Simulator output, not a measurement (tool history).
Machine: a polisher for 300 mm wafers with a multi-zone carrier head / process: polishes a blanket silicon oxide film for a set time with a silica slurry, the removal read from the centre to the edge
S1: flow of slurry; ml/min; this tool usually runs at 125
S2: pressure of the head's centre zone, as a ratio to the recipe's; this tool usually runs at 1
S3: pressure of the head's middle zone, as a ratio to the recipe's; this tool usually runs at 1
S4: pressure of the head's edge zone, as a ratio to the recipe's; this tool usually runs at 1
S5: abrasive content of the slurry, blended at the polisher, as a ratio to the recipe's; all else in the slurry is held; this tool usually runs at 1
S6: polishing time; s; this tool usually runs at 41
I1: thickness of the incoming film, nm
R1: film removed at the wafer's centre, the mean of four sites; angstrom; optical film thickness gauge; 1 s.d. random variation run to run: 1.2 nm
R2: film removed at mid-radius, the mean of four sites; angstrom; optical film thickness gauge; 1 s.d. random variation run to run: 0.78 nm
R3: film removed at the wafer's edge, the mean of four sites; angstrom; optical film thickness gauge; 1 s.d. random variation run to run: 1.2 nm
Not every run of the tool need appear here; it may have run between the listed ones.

{"run": 1, "hour": 0.0, "S1": 125, "S2": 1, "S3": 1, "S4": 1.05, "S5": 1, "S6": 41, "I1": 1352, "R1": 762, "R2": 836, "R3": 819}
{"hour": 10.6, "done": "worn pad replaced by a new one"}
{"run": 2, "hour": 18.0, "S1": 125, "S2": 1.09, "S3": 1, "S4": 1, "S5": 1.05, "S6": 41, "I1": 1365.2, "R1": 840, "R2": 837, "R3": 853}
{"run": 3, "hour": 26.2, "S1": 125, "S2": 1.09, "S3": 1, "S4": 1, "S5": 1.05, "S6": 41, "I1": 1367.1, "R1": 805, "R2": 858, "R3": 836}
{"run": 4, "hour": 33.2, "S1": 125, "S2": 1, "S3": 1, "S4": 1, "S5": 1, "S6": 41, "I1": 1382.5, "R1": 749, "R2": 826, "R3": 816}
{"run": 5, "hour": 40.5, "S1": 110, "S2": 1, "S3": 0.92, "S4": 1, "S5": 1.25, "S6": 41, "I1": 1365.2, "R1": 780, "R2": 834, "R3": 873}
{"run": 6, "hour": 53.1, "S1": 125, "S2": 1, "S3": 0.96, "S4": 1, "S5": 1, "S6": 41, "I1": 1351.2, "R1": 755, "R2": 812, "R3": 820}
{"hour": 65.4, "done": "edge zone pressure recalibrated"}
{"run": 7, "hour": 69.5, "S1": 125, "S2": 1, "S3": 1, "S4": 1, "S5": 1, "S6": 41, "I1": 1390.3, "R1": 727, "R2": 852, "R3": 830}
{"hour": 96.9, "done": "slurry nozzle cleaned"}
{"hour": 98.6, "done": "worn pad replaced by a new one"}
{"run": 8, "hour": 106.1, "S1": 125, "S2": 1, "S3": 1, "S4": 1, "S5": 1, "S6": 41, "I1": 1372.5, "R1": 752, "R2": 837, "R3": 849}
{"run": 9, "hour": 117.9, "S1": 125, "S2": 1.05, "S3": 1.04, "S4": 1.1, "S5": 1.3, "S6": 41, "I1": 1386.9, "R1": 840, "R2": 944, "R3": 939}
{"hour": 128.9, "done": "carrier head's membrane replaced by a new one"}
{"run": 10, "hour": 129.9, "S1": 125, "S2": 1, "S3": 1, "S4": 1, "S5": 1, "S6": 41, "I1": 1378.1, "R1": 758, "R2": 831, "R3": 823}
{"run": 11, "hour": 167.3, "S1": 155, "S2": 1, "S3": 1, "S4": 1, "S5": 1, "S6": 41, "I1": 1372.8, "R1": 783, "R2": 881, "R3": 861}
{"run": 12, "hour": 174.1, "S1": 125, "S2": 1, "S3": 1, "S4": 1, "S5": 1, "S6": 41, "I1": 1376, "R1": 738, "R2": 838, "R3": 833}
{"hour": 191.3, "done": "worn pad replaced by a new one"}
{"run": 13, "hour": 191.8, "S1": 125, "S2": 1, "S3": 1, "S4": 1, "S5": 1, "S6": 41, "I1": 1385.9, "R1": 745, "R2": 829, "R3": 819}
{"run": 14, "hour": 201.3, "S1": 125, "S2": 1.06, "S3": 0.89, "S4": 1.05, "S5": 1, "S6": 41, "I1": 1386.6, "R1": 812, "R2": 770, "R3": 853}
{"hour": 204.5, "done": "centre zone pressure recalibrated"}
{"run": 15, "hour": 218.4, "S1": 125, "S2": 1.04, "S3": 1, "S4": 1, "S5": 1, "S6": 41, "I1": 1381.4, "R1": 874, "R2": 832, "R3": 820}
{"run": 16, "hour": 234.8, "S1": 145, "S2": 1, "S3": 1, "S4": 1.09, "S5": 1, "S6": 55, "I1": 1387.9, "R1": 1138, "R2": 1156, "R3": 1156}
{"run": 17, "hour": 252.5, "S1": 125, "S2": 1, "S3": 1, "S4": 1, "S5": 1, "S6": 41, "I1": 1361.8, "R1": 825, "R2": 840, "R3": 799}
{"run": 18, "hour": 260.8, "S1": 165, "S2": 1, "S3": 1, "S4": 1, "S5": 0.85, "S6": 41, "I1": 1345.9, "R1": 828, "R2": 830, "R3": 806}
{"run": 19, "hour": 268.8, "S1": 80, "S2": 0.95, "S3": 1, "S4": 1, "S5": 0.75, "S6": 52, "I1": 1391.6, "R1": 727, "R2": 821, "R3": 837}
{"run": 20, "hour": 278.8, "S1": 125, "S2": 1, "S3": 1, "S4": 1.12, "S5": 1, "S6": 41, "I1": 1367.9, "R1": 812, "R2": 831, "R3": 859}
{"run": 21, "hour": 288.6, "S1": 125, "S2": 1, "S3": 1, "S4": 1, "S5": 1, "S6": 41, "I1": 1378.8, "R1": 794, "R2": 823, "R3": 819}
{"hour": 298.4, "done": "worn pad replaced by a new one"}
{"run": 22, "hour": 300.7, "S1": 125, "S2": 0.96, "S3": 1, "S4": 1, "S5": 1, "S6": 41, "I1": 1382.7, "R1": 765, "R2": 856, "R3": 841}
{"run": 23, "hour": 310.6, "S1": 125, "S2": 1, "S3": 1, "S4": 0.92, "S5": 1, "S6": 41, "I1": 1401.7, "R1": 793, "R2": 834, "R3": 824}

Consider 3 possible next runs. They are alternatives, not a sequence: every one starts from the tool as it was left by run 23. What does each give?
{"run": "A", "hour": 311.0, "S1": 125, "S2": 1, "S3": 1, "S4": 1, "S5": 0.75, "S6": 41, "I1": 1360.5, "R1": "?", "R2": "?", "R3": "?"}
{"run": "B", "hour": 311.0, "S1": 125, "S2": 1.04, "S3": 1, "S4": 1.1, "S5": 1, "S6": 41, "I1": 1360.5, "R1": "?", "R2": "?", "R3": "?"}
{"run": "C", "hour": 311.0, "S1": 100, "S2": 1, "S3": 1, "S4": 1, "S5": 1, "S6": 41, "I1": 1360.5, "R1": "?", "R2": "?", "R3": "?"}

run=A R1=711 R2=752 R3=719
run=B R1=827 R2=841 R3=838
run=C R1=739 R2=790 R3=770
Take away the tool's hidden state, keep each run's random variation, and the runs would have read:
run=A R1=736 R2=752 R3=719
run=B R1=857 R2=841 R3=838
run=C R1=766 R2=790 R3=770
